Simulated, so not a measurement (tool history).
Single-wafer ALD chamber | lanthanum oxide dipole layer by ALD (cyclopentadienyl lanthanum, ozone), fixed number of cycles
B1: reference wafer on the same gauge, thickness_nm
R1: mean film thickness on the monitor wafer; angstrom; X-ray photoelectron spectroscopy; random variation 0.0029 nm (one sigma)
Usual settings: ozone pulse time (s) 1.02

{"run": 1, "hour": 0.0, "ozone pulse time (s)": 1.29, "B1": 0.521, "R1": 5.81}
{"run": 2, "hour": 101.0, "ozone pulse time (s)": 1.29, "B1": 0.52, "R1": 5.79}
{"run": 3, "hour": 157.8, "ozone pulse time (s)": 1.29, "B1": 0.519, "R1": 5.85}
{"run": 4, "hour": 193.6, "ozone pulse time (s)": 1.02, "B1": 0.521, "R1": 5.39}
{"run": 5, "hour": 249.0, "ozone pulse time (s)": 0.77, "B1": 0.52, "R1": 4.67}
{"run": 6, "hour": 300.1, "ozone pulse time (s)": 0.77, "B1": 0.52, "R1": 4.68}
{"run": 7, "hour": 340.6, "ozone pulse time (s)": 0.77, "B1": 0.521, "R1": 4.66}
{"run": 8, "hour": 367.1, "ozone pulse time (s)": 1.02, "B1": 0.52, "R1": 5.37}
{"hour": 556.7, "done": "gauge calibrated"}
{"run": 9, "hour": 575.5, "ozone pulse time (s)": 1.02, "B1": 0.521, "R1": 5.32}
{"run": 10, "hour": 694.0, "ozone pulse time (s)": 1.02, "B1": 0.52, "R1": 5.34}
{"run": 11, "hour": 748.2, "ozone pulse time (s)": 1.02, "B1": 0.52, "R1": 5.32}
{"run": 12, "hour": 795.7, "ozone pulse time (s)": 1.02, "B1": 0.52, "R1": 5.34}
{"run": 13, "hour": 860.0, "ozone pulse time (s)": 1.16, "B1": 0.521, "R1": 5.58}
{"hour": 897.5, "done": "ozone generator serviced"}
{"run": 14, "hour": 927.1, "ozone pulse time (s)": 1.29, "B1": 0.519, "R1": 5.77}
{"run": 15, "hour": 967.2, "ozone pulse time (s)": 1.34, "B1": 0.52, "R1": 5.87}
{"run": 16, "hour": 1000.1, "ozone pulse time (s)": 1.33, "B1": 0.519, "R1": 5.85}
{"run": 17, "hour": 1051.1, "ozone pulse time (s)": 1.4, "B1": 0.519, "R1": 5.86}
{"run": 18, "hour": 1075.2, "ozone pulse time (s)": 1.02, "B1": 0.52, "R1": 5.44}
{"hour": 1127.4, "done": "showerhead replaced"}
{"run": 19, "hour": 1128.8, "ozone pulse time (s)": 1.17, "B1": 0.521, "R1": 5.64}
{"run": 20, "hour": 1183.5, "ozone pulse time (s)": 1.02, "B1": 0.52, "R1": 5.41}
{"hour": 1211.3, "done": "thermocouple changed; heater temperature recalibrated"}
{"run": 21, "hour": 1233.4, "ozone pulse time (s)": 1.02, "B1": 0.52, "R1": 5.39}
{"run": 22, "hour": 1298.6, "ozone pulse time (s)": 0.86, "B1": 0.519, "R1": 5.02}
{"run": 23, "hour": 1343.3, "ozone pulse time (s)": 0.84, "B1": 0.52, "R1": 4.93}
{"run": 24, "hour": 1381.5, "ozone pulse time (s)": 0.73, "B1": 0.52, "R1": 4.57}

Forecast run 25:
{"run": 25, "hour": 1488.3, "ozone pulse time (s)": 1.27, "B1": "?", "R1": "?"}

B1: 0.520
R1: 5.75 angstrom
Without the tool's hidden state the same run would have given R1 5.77 angstrom.

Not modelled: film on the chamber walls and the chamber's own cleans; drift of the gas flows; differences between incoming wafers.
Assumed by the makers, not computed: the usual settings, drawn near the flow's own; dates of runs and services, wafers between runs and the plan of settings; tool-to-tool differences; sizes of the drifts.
